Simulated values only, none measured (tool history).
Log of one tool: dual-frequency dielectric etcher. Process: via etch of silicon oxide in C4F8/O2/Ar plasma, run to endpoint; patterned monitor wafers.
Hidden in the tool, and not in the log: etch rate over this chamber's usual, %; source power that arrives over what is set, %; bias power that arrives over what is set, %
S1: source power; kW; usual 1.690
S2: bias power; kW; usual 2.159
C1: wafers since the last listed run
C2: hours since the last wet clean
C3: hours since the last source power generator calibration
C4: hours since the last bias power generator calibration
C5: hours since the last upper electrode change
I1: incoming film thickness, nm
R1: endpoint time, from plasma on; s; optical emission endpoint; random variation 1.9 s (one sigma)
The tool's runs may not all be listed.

run,day,S1,S2,C1,C2,C3,C4,C5,I1,R1
1,0.000,1.690,2.159,0,140.6,4846.2,3295.9,1903.1,1528.8,342.9
2,1.492,1.690,2.159,265,176.4,4882.0,3331.7,1938.9,1532.3,348.8
3,2.942,1.690,2.159,258,211.2,4916.8,3366.5,1973.7,1524.1,341.8
4,3.875,1.880,2.159,166,233.6,4939.2,3388.9,1996.1,1550.3,332.6
5,4.742,1.880,2.159,154,254.4,4960.0,3409.7,2016.9,1536.5,329.7
6,5.758,1.930,2.159,180,278.8,4984.4,3434.1,2041.3,1535.7,328.3
7,7.012,1.690,2.159,223,308.9,5014.5,3464.2,2071.4,1537.8,352.0
8,7.575,1.690,2.159,100,322.4,5028.0,3477.7,2084.9,1544.5,353.0
9,8.762,1.690,2.159,211,350.9,5056.5,3506.2,2113.4,1527.6,350.4
# day 10.575: wet clean of the chamber
10,10.596,1.590,2.159,148,0.5,5100.5,3550.2,2157.4,1530.8,350.5
11,10.779,1.690,1.894,32,4.9,5104.9,3554.6,2161.8,1526.1,344.4
12,12.067,1.690,2.159,229,35.8,5135.8,3585.5,2192.7,1530.8,340.5
13,12.904,1.690,2.159,149,55.9,5155.9,3605.6,2212.8,1530.9,342.3
14,13.446,1.690,2.159,96,68.9,5168.9,3618.6,2225.8,1528.5,340.3
# day 15.071: source power generator calibrated
# day 15.533: bias power generator calibrated
15,17.829,2.020,1.948,721,174.1,66.2,55.1,2331.0,1517.3,317.7
16,18.521,1.920,2.159,123,190.7,82.8,71.7,2347.6,1531.8,321.8
17,19.446,1.690,2.159,164,212.9,105.0,93.9,2369.8,1536.6,350.5
18,20.333,1.690,1.851,158,234.2,126.3,115.2,2391.1,1527.4,357.6
19,21.146,1.450,1.982,144,253.7,145.8,134.7,2410.6,1549.3,396.4
# day 22.708: upper electrode replaced
20,22.729,1.690,2.159,103,291.7,183.8,172.7,0.5,1563.4,362.6
21,23.300,1.370,2.421,101,305.4,197.5,186.4,14.2,1521.9,387.8
# day 25.867: wet clean of the chamber
22,26.529,1.690,2.159,396,15.9,275.0,263.9,91.7,1536.3,337.4
23,27.358,1.690,2.159,147,35.8,294.9,283.8,111.6,1539.6,336.4
24,28.517,1.840,2.159,206,63.6,322.7,311.6,139.4,1525.6,322.3
25,29.388,1.540,2.159,155,84.5,343.6,332.5,160.3,1555.1,365.5
26,30.621,1.880,1.932,219,114.1,373.2,362.1,189.9,1535.2,329.4
27,31.367,1.470,1.935,132,132.0,391.1,380.0,207.8,1537.8,384.7
28,34.288,1.430,2.159,520,202.1,461.2,450.1,277.9,1519.7,378.0

4 ways to go on from here, each from the tool as it stands after run 28. What would each give?
A,34.308,1.690,2.581,3,202.6,461.7,450.6,278.4,1539.0,?
B,34.308,1.550,1.861,3,202.6,461.7,450.6,278.4,1539.0,?
C,34.308,1.290,1.899,3,202.6,461.7,450.6,278.4,1539.0,?
D,34.308,1.300,2.453,3,202.6,461.7,450.6,278.4,1539.0,?

run,R1
A,336.0
B,376.9
C,420.2
D,396.9
Without the tool's hidden state the same runs would have given:
run,R1
A,327.3
B,367.1
C,409.3
D,386.6

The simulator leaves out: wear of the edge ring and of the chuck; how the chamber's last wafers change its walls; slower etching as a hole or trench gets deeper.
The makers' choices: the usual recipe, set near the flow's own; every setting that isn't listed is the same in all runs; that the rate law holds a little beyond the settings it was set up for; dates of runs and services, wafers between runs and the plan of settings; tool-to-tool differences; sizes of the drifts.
